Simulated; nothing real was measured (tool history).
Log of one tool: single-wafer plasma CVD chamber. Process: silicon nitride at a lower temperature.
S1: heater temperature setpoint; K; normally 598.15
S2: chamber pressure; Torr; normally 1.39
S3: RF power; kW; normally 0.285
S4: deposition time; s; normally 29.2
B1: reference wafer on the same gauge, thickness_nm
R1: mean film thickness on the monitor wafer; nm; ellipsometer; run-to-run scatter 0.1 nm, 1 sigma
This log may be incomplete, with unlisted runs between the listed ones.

run	hour	S1	S2	S3	S4	B1	R1
1	0	598.15	1.64	0.285	26.8	33.486	29.563
2	16	598.15	1.64	0.285	26.8	33.495	29.589
3	26.2	598.15	1.64	0.285	26.8	33.522	29.352
4	33.6	598.15	1.39	0.285	29.2	33.481	30.791
5	46.7	598.15	1.39	0.285	29.2	33.493	30.669
6	61.4	598.15	1.39	0.285	29.2	33.491	30.468
7	74.8	598.15	1.39	0.285	29.2	33.502	30.509
# hour 89.3: gauge calibrated
# hour 99.9: showerhead replaced
8	103.6	598.15	1.39	0.285	29.2	33.521	30.424
9	117.2	598.15	1.39	0.285	27.9	33.498	29.011
# hour 136.6: capacitance manometer re-zeroed and calibrated
10	137.1	598.15	1.39	0.315	29.2	33.496	33.171
11	145.9	598.15	1.64	0.285	26.8	33.523	29.076
12	156	598.15	1.39	0.315	33.2	33.511	37.666
# hour 169: thermocouple changed; heater temperature recalibrated
13	171.2	604.15	1.39	0.3	29.2	33.512	31.655
# hour 191.2: RF generator calibrated
14	205	598.15	1.16	0.285	34.9	33.498	35.677
15	218.4	598.15	1.39	0.285	29.2	33.527	31.652
16	229.8	583.15	1.39	0.25	29.2	33.522	28.256
17	247.3	598.15	1.39	0.31	32.6	33.499	37.961
18	257.9	598.15	1.39	0.285	29.2	33.51	31.65
19	272.7	598.15	1.39	0.285	25	33.495	27.069

5 options for the next run, each taken on its own from the tool as it stands now. Forecast them:
A	273.1	598.15	1.39	0.285	23.4	?	?
B	273.1	605.15	1.29	0.285	29.2	?	?
C	273.1	598.15	1.58	0.265	29.2	?	?
D	273.1	598.15	1.39	0.24	29.2	?	?
E	273.1	598.15	1.63	0.25	33.8	?	?

run	B1	R1
A	33.49	25.364
B	33.49	30.912
C	33.49	30.682
D	33.49	26.97
E	33.49	33.916
Had the tool no hidden state, the same runs would have come out as:
run	R1
A	25.624
B	31.229
C	31.008
D	27.27
E	34.276
